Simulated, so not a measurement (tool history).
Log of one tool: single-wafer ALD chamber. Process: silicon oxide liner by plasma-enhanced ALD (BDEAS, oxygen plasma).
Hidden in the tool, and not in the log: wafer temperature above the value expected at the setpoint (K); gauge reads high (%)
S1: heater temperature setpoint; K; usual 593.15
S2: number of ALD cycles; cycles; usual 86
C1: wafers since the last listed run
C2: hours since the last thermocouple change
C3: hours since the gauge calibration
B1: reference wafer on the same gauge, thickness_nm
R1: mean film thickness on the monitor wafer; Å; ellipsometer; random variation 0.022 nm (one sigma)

Run 1, hour 0: usual settings; C1 0; C2 1901.8; C3 507.8; B1 10.285. Result: R1 90.44 Å.
Run 2, hour 47.9: usual settings; C1 203; C2 1949.7; C3 555.7; B1 10.298. Result: R1 90.1 Å.
Run 3, hour 89.8: usual settings; C1 178; C2 1991.6; C3 597.6; B1 10.314. Result: R1 90.81 Å.
Run 4, hour 123.7: usual settings but S1 585.15 K; C1 144; C2 2025.5; C3 631.5; B1 10.318. Result: R1 91 Å.
Run 5, hour 157.7: usual settings but S1 585.15 K; C1 144; C2 2059.5; C3 665.5; B1 10.321. Result: R1 91.35 Å.
Run 6, hour 190.4: usual settings but S1 581.15 K; C1 138; C2 2092.2; C3 698.2; B1 10.338. Result: R1 91.7 Å.
Run 7, hour 220.9: usual settings but S1 605.15 K; C1 129; C2 2122.7; C3 728.7; B1 10.341. Result: R1 89.29 Å.
Run 8, hour 257.4: usual settings but S2 81 cycles; C1 155; C2 2159.2; C3 765.2; B1 10.358. Result: R1 85.58 Å.
Run 9, hour 314.9: usual settings but S1 602.15 K, S2 97 cycles; C1 244; C2 2216.7; C3 822.7; B1 10.371. Result: R1 101.8 Å.
Run 10, hour 350.6: usual settings but S1 602.15 K, S2 97 cycles; C1 151; C2 2252.4; C3 858.4; B1 10.385. Result: R1 101.76 Å.
At hour 402.4: gauge calibrated.
Run 11, hour 407.2: usual settings but S1 602.15 K, S2 97 cycles; C1 240; C2 2309; C3 4.8; B1 10.031. Result: R1 98.08 Å.
Run 12, hour 436: usual settings; C1 122; C2 2337.8; C3 33.6; B1 10.029. Result: R1 87.94 Å.
Run 13, hour 484: usual settings but S1 580.15 K; C1 203; C2 2385.8; C3 81.6; B1 10.038. Result: R1 89.81 Å.
Run 14, hour 518.7: usual settings; C1 147; C2 2420.5; C3 116.3; B1 10.062. Result: R1 88.42 Å.
Run 15, hour 572.8: usual settings but S2 101 cycles; C1 229; C2 2474.6; C3 170.4; B1 10.07. Result: R1 103.37 Å.
Run 16, hour 597.2: usual settings but S1 599.15 K, S2 77 cycles; C1 103; C2 2499; C3 194.8; B1 10.08. Result: R1 78.7 Å.
Run 17, hour 633.2: usual settings but S1 603.15 K, S2 77 cycles; C1 152; C2 2535; C3 230.8; B1 10.084. Result: R1 78.15 Å.
At hour 667.7: thermocouple changed; heater temperature recalibrated.
Run 18, hour 691.3: usual settings; C1 212; C2 23.6; C3 288.9; B1 10.107. Result: R1 88.68 Å.
Run 19, hour 802.1: usual settings but S2 77 cycles; C1 470; C2 134.4; C3 399.7; B1 10.133. Result: R1 79.56 Å.
Run 20, hour 861.4: usual settings but S1 586.15 K, S2 81 cycles; C1 251; C2 193.7; C3 459; B1 10.144. Result: R1 84.73 Å.
Run 21, hour 918.4: usual settings but S1 585.15 K; C1 242; C2 250.7; C3 516; B1 10.165. Result: R1 90.46 Å.
Run 22, hour 980: usual settings but S1 579.15 K, S2 79 cycles; C1 261; C2 312.3; C3 577.6; B1 10.184. Result: R1 83.49 Å.
Run 23, hour 1029.5: usual settings but S1 602.15 K, S2 97 cycles; C1 210; C2 361.8; C3 627.1; B1 10.203. Result: R1 99.35 Å.

3 ways to go on from here, each from the tool as it stands after run 23. What would each give?
Run A, hour 1030: usual settings; C1 2; C2 362.3; C3 627.6; B1 ?. Result: R1 ?.
Run B, hour 1030: usual settings but S1 585.15 K, S2 73 cycles; C1 2; C2 362.3; C3 627.6; B1 ?. Result: R1 ?.
Run C, hour 1030: usual settings but S1 582.15 K, S2 94 cycles; C1 2; C2 362.3; C3 627.6; B1 ?. Result: R1 ?.

run      B1     R1
  A  10.197  89.48
  B  10.197  76.72
  C  10.197  99.16
Without the tool's hidden state the same runs would have given:
run     R1
  A  88.63
  B  75.99
  C  98.22

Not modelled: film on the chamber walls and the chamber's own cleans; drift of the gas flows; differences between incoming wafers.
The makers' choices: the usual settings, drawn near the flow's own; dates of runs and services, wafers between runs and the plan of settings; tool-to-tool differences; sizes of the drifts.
